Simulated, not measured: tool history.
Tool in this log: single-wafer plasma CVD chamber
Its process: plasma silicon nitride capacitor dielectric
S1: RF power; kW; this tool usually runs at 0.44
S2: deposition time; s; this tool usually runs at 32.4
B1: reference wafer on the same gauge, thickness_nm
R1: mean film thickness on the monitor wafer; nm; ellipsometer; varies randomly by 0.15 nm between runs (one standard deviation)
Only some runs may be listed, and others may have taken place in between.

run    hour     S1    S2      B1      R1
  1       0   0.44    29  42.194  39.105
  2    25.1  0.375  32.4  42.198  41.219
  3    52.3  0.375  32.4   42.22  41.331
  4    80.1  0.375  32.4  42.217  41.276
  5    98.5  0.505  32.4  42.191  45.664
  6   121.8   0.44  32.4  42.208  43.305
  7   145.1   0.44  32.4  42.146  43.625
  8     174   0.44  32.4  42.216  43.436
  9   202.5   0.44  32.4  42.208  43.751
 10   231.2   0.44  32.4  42.231  43.628
 11   243.7   0.44  32.4  42.187  43.528
 12   277.8   0.44  32.4  42.194  43.698
 13   303.8   0.44  32.4  42.203  43.563
 14   330.5   0.44  36.6  42.152  50.414
 15   359.9   0.44  36.6  42.192  50.405
 16   380.7   0.44  32.4  42.183  44.851
 17     397   0.44  32.4  42.193   44.63
 18   409.6   0.44  32.4  42.213  44.614
 19   422.2  0.465  32.4  42.156  45.656
 20   453.8  0.465  32.4  42.216  45.388
 21     480   0.44  32.4   42.24  44.589
 22   507.8  0.475    37  42.186  51.904
 23   537.2  0.405  34.4  42.246   45.85
 24   565.1   0.47  34.9  42.231  48.697
 25   649.5   0.44  32.4  42.196   44.37
 26   685.1   0.41  28.9  42.199  38.723
 27   705.8   0.44  35.6  42.239  48.542
 28   737.1   0.44  35.9  42.184  48.958
 29   770.5   0.44  29.6  42.213  40.519
 30   798.2   0.51  28.3  42.191  40.658
 31   822.3   0.52  28.8  42.182  41.195
 32   857.9  0.465  29.6  42.199  40.863
 33   884.1  0.495  28.5  42.192  40.277
 34   909.9   0.49  37.7  42.238  53.397
 35   929.6  0.505  35.9    42.2  50.986
 36   953.7  0.525  29.2  42.249   41.99
 37   968.9   0.47  36.6  42.248  50.559
 38    1003   0.39  32.4  42.185  42.251
 39  1022.6  0.365  35.5  42.214   45.07
 40    1058   0.44  32.4  42.216  43.847
 41  1071.6   0.44  32.4  42.256  43.632
 42  1086.9  0.485  38.8  42.238   54.07
 43  1114.3    0.4  37.3  42.217   49.06
 44  1209.9   0.44  32.4  42.213  43.582

Put back what was entered between runs (3 entries, withheld): which listed runs does each sit between, and how does the hidden state differ from the listed run before to the listed run after?
Logged between run 13 and run 14: RF generator calibrated (hour 328.8)
  delivered RF power above the setpoint (%): -8.12 -> -0.638
  what was measured, less what the result would be without the hidden state, R1: -1.259 -> -0.108 nm
Logged between run 31 and run 32: showerhead replaced (hour 855.9)
  delivered RF power above the setpoint (%): -4.79 -> -5
  what was measured, less what the result would be without the hidden state, R1: -0.684 -> -0.708 nm
Logged between run 34 and run 35: gauge calibrated (hour 914.5)
  delivered RF power above the setpoint (%): -5.28 -> -5.38
  what was measured, less what the result would be without the hidden state, R1: -0.981 -> -0.955 nm

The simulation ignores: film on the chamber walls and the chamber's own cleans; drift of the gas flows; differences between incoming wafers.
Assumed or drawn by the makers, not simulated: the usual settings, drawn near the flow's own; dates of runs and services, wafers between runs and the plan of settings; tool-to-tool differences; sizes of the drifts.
